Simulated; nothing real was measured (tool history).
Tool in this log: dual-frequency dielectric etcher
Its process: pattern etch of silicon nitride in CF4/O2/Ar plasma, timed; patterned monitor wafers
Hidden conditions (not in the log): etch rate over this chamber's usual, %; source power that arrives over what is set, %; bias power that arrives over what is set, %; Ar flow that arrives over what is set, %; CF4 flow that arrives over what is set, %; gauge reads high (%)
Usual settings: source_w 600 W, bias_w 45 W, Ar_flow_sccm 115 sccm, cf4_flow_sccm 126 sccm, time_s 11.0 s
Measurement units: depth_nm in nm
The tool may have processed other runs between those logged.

| run | hour | source_w | bias_w | Ar_flow_sccm | cf4_flow_sccm | time_s | wafers since the last listed run | hours since the last wet clean | hours since the last source power generator calibration | hours since the last bias power generator calibration | hours since the last Ar flow controller change | hours since the last CF4 flow controller change | hours since the last upper electrode change | hours since the gauge calibration | read-back reference wafer on the same gauge, depth_nm | depth_nm |
|---|---|---|---|---|---|---|---|---|---|---|---|---|---|---|---|---|
| 1 | 0.0 | 600 | 51 | 115 | 126 | 11.0 | 0 | 254.8 | 4731.5 | 2214.3 | 2170.8 | 4882.4 | 4464.5 | 186.5 | 24.91 | 27.52 |
| 2 | 23.1 | 600 | 49 | 115 | 126 | 12.0 | 398 | 277.9 | 4754.6 | 2237.4 | 2193.9 | 4905.5 | 4487.6 | 209.6 | 24.89 | 29.70 |
| 3 | 39.1 | 600 | 49 | 115 | 126 | 12.0 | 276 | 293.9 | 4770.6 | 2253.4 | 2209.9 | 4921.5 | 4503.6 | 225.6 | 24.90 | 29.95 |
| 4 | 61.6 | 600 | 49 | 115 | 126 | 12.0 | 388 | 316.4 | 4793.1 | 2275.9 | 2232.4 | 4944.0 | 4526.1 | 248.1 | 24.89 | 29.83 |
| 5 | 84.0 | 600 | 45 | 115 | 126 | 11.0 | 386 | 338.8 | 4815.5 | 2298.3 | 2254.8 | 4966.4 | 4548.5 | 270.5 | 24.90 | 26.83 |
|  | 110.9 | upper electrode replaced, of another model than before |
| 6 | 111.4 | 600 | 45 | 115 | 126 | 11.0 | 58 | 366.2 | 4842.9 | 2325.7 | 2282.2 | 4993.8 | 0.5 | 297.9 | 24.90 | 26.99 |
| 7 | 111.7 | 600 | 45 | 115 | 126 | 11.0 | 5 | 366.5 | 4843.2 | 2326.0 | 2282.5 | 4994.1 | 0.8 | 298.2 | 24.90 | 26.85 |
|  | 125.2 | gauge calibrated |
| 8 | 145.9 | 600 | 45 | 115 | 126 | 11.0 | 590 | 400.7 | 4877.4 | 2360.2 | 2316.7 | 5028.3 | 35.0 | 20.7 | 24.90 | 26.86 |
|  | 163.9 | source power generator calibrated |
|  | 175.3 | CF4 flow controller replaced |
|  | 186.3 | wet clean of the chamber |
| 9 | 186.8 | 600 | 52 | 115 | 126 | 11.0 | 343 | 0.5 | 22.9 | 2401.1 | 2357.6 | 11.5 | 75.9 | 61.6 | 24.93 | 27.83 |
|  | 194.3 | bias power generator calibrated |
| 10 | 205.8 | 600 | 52 | 115 | 126 | 11.0 | 258 | 19.5 | 41.9 | 11.5 | 2376.6 | 30.5 | 94.9 | 80.6 | 24.91 | 27.97 |
| 11 | 237.7 | 600 | 45 | 115 | 126 | 11.0 | 550 | 51.4 | 73.8 | 43.4 | 2408.5 | 62.4 | 126.8 | 112.5 | 24.91 | 26.25 |
| 12 | 265.0 | 600 | 45 | 115 | 126 | 11.0 | 471 | 78.7 | 101.1 | 70.7 | 2435.8 | 89.7 | 154.1 | 139.8 | 24.93 | 26.32 |
| 13 | 284.4 | 600 | 45 | 115 | 126 | 10.0 | 334 | 98.1 | 120.5 | 90.1 | 2455.2 | 109.1 | 173.5 | 159.2 | 24.90 | 23.95 |
| 14 | 303.7 | 600 | 45 | 115 | 126 | 11.0 | 333 | 117.4 | 139.8 | 109.4 | 2474.5 | 128.4 | 192.8 | 178.5 | 24.91 | 26.40 |
|  | 313.0 | Ar flow controller replaced |
| 15 | 335.0 | 600 | 45 | 134 | 126 | 11.0 | 436 | 148.7 | 171.1 | 140.7 | 22.0 | 159.7 | 224.1 | 209.8 | 24.91 | 25.59 |
| 16 | 359.6 | 600 | 45 | 115 | 126 | 11.0 | 424 | 173.3 | 195.7 | 165.3 | 46.6 | 184.3 | 248.7 | 234.4 | 24.91 | 26.48 |
| 17 | 389.3 | 600 | 45 | 139 | 126 | 11.0 | 512 | 203.0 | 225.4 | 195.0 | 76.3 | 214.0 | 278.4 | 264.1 | 24.88 | 25.49 |
| 18 | 403.8 | 740 | 45 | 90 | 126 | 8.0 | 250 | 217.5 | 239.9 | 209.5 | 90.8 | 228.5 | 292.9 | 278.6 | 24.88 | 28.69 |
| 19 | 420.9 | 640 | 45 | 106 | 111 | 13.5 | 295 | 234.6 | 257.0 | 226.6 | 107.9 | 245.6 | 310.0 | 295.7 | 24.91 | 36.92 |
|  | 444.2 | gauge calibrated |
| 20 | 445.6 | 450 | 45 | 115 | 105 | 11.0 | 426 | 259.3 | 281.7 | 251.3 | 132.6 | 270.3 | 334.7 | 1.4 | 24.91 | 13.97 |
| 21 | 458.9 | 490 | 51 | 115 | 154 | 7.5 | 229 | 272.6 | 295.0 | 264.6 | 145.9 | 283.6 | 348.0 | 14.7 | 24.90 | 12.98 |
| 22 | 481.8 | 490 | 40 | 115 | 126 | 11.0 | 395 | 295.5 | 317.9 | 287.5 | 168.8 | 306.5 | 370.9 | 37.6 | 24.90 | 16.77 |

Forecast each of these 3 alternatives for the next run:
| A | 482.2 | 600 | 45 | 115 | 126 | 11.0 | 6 | 295.9 | 318.3 | 287.9 | 169.2 | 306.9 | 371.3 | 38.0 | ? | ? |
| B | 482.2 | 600 | 45 | 96 | 126 | 11.0 | 6 | 295.9 | 318.3 | 287.9 | 169.2 | 306.9 | 371.3 | 38.0 | ? | ? |
| C | 482.2 | 600 | 45 | 98 | 126 | 11.0 | 6 | 295.9 | 318.3 | 287.9 | 169.2 | 306.9 | 371.3 | 38.0 | ? | ? |

| run | read-back reference wafer on the same gauge, depth_nm | depth_nm |
|---|---|---|
| A | 24.89 | 26.80 |
| B | 24.89 | 27.79 |
| C | 24.89 | 27.67 |
Take away the tool's hidden state, keep each run's random variation, and the runs would have read:
| run | depth_nm |
|---|---|
| A | 26.28 |
| B | 27.25 |
| C | 27.14 |

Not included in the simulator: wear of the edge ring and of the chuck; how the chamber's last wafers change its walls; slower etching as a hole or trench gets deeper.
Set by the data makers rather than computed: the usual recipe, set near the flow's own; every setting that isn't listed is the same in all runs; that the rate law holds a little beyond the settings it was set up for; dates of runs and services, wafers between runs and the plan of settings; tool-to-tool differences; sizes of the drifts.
